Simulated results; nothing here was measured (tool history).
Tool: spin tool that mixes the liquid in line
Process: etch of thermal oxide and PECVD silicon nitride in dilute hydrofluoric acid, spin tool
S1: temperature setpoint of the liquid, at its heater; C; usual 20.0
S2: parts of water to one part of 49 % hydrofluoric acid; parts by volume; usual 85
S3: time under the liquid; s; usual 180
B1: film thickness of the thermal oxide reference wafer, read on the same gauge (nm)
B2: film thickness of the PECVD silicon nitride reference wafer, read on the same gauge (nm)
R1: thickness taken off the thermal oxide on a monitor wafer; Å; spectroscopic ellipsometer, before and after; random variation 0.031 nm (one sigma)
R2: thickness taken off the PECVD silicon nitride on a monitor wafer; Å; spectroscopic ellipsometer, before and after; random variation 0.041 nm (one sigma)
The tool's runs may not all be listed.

run	day	S1	S2	S3	B1	B2	R1	R2
1	0.000	22.5	85	255	79.98	40.046	140.2	73.94
2	0.638	22.5	85	255	80.02	39.982	140.2	74.10
3	1.475	22.5	85	255	79.99	39.970	140.3	73.01
4	2.117	20.0	85	180	80.01	40.003	89.7	44.14
5	2.650	20.0	85	180	80.00	40.023	89.8	43.87
6	3.825	20.0	100	180	79.99	39.984	74.6	37.57
7	4.933	20.0	85	180	80.01	39.992	89.1	43.70
8	6.221	17.0	85	180	79.99	40.001	78.7	35.81
9	6.896	17.0	85	140	80.00	39.976	61.1	28.20
10	7.596	22.5	85	180	80.00	39.989	99.2	51.88
11	8.183	20.0	85	180	79.98	39.975	89.4	44.32
12	8.825	25.0	110	225	79.99	40.024	102.5	58.96
13	9.533	20.0	85	180	80.02	40.014	88.9	43.82
14	10.221	18.5	45	140	79.99	40.023	129.0	57.75
15	11.388	20.0	95	245	80.00	39.973	108.1	54.32

Not shown: 3 entries that the log had between the listed runs. Between which runs, and how does the tool's hidden state differ before and after?
Between runs 6 and 7: gauge calibrated (day 4.558)
  no hidden state differs between the two runs
Between runs 9 and 10: thermometer replaced (day 7.312)
  no hidden state differs between the two runs
Between runs 10 and 11: hydrofluoric acid flow meter replaced (day 8.004)
  no hidden state differs between the two runs

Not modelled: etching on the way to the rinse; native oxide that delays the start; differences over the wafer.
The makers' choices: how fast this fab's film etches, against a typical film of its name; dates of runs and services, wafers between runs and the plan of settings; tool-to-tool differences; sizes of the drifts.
